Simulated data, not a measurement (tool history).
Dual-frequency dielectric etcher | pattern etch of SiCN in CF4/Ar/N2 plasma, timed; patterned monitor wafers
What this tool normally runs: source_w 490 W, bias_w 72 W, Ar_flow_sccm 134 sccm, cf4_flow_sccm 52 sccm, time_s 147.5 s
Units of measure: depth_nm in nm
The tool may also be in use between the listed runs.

run,hour,source_w,bias_w,Ar_flow_sccm,cf4_flow_sccm,time_s,"read-back reference wafer on the same gauge, depth_nm",depth_nm
1,0.0,490,72,134,52,147.5,135.0,142.7
2,12.2,490,72,134,52,147.5,134.9,143.3
# hour 13.4: gauge calibrated
3,32.1,490,72,122,52,184.5,135.0,182.3
# hour 40.8: CF4 flow controller replaced
4,63.0,580,72,134,48,147.5,134.9,166.3
5,87.4,490,72,108,39,147.5,134.9,142.0
6,116.5,530,72,117,61,147.5,135.0,162.5
7,138.4,490,72,134,52,147.5,135.0,140.9
# hour 173.8: upper electrode replaced
8,174.3,490,65,134,52,172.5,135.0,160.6
9,174.6,490,72,134,52,147.5,135.0,140.8
10,187.0,490,72,134,52,158.5,135.0,150.6
11,207.1,490,82,144,52,147.5,134.9,141.7
12,238.8,530,72,134,52,147.5,134.9,150.9
# hour 253.2: bias power generator calibrated
# hour 286.2: wet clean of the chamber
13,286.7,420,55,104,52,147.5,135.0,122.5
14,293.4,580,72,109,52,147.5,135.0,178.1
15,351.3,490,80,125,45,147.5,134.9,144.7
16,379.2,380,72,134,52,147.5,134.9,109.3
17,404.5,530,72,117,61,147.5,135.1,163.4
18,431.6,490,72,152,46,147.5,134.9,133.7
19,463.7,490,89,134,58,147.5,135.0,152.2
20,502.7,490,72,108,39,147.5,135.0,140.9
21,535.5,490,72,134,52,147.5,135.0,139.4

What if the next run were any one of these 4? Each begins from the tool's condition after run 21:
A,536.0,490,72,134,52,178.5,?,?
B,536.0,450,72,134,52,147.5,?,?
C,536.0,570,60,134,61,147.5,?,?
D,536.0,590,72,134,45,147.5,?,?

run,"read-back reference wafer on the same gauge, depth_nm",depth_nm
A,135.0,169.5
B,135.0,128.6
C,135.0,160.7
D,135.0,163.7
Had the tool no hidden state, the same runs would have come out as:
run,depth_nm
A,175.7
B,133.3
C,166.5
D,169.6
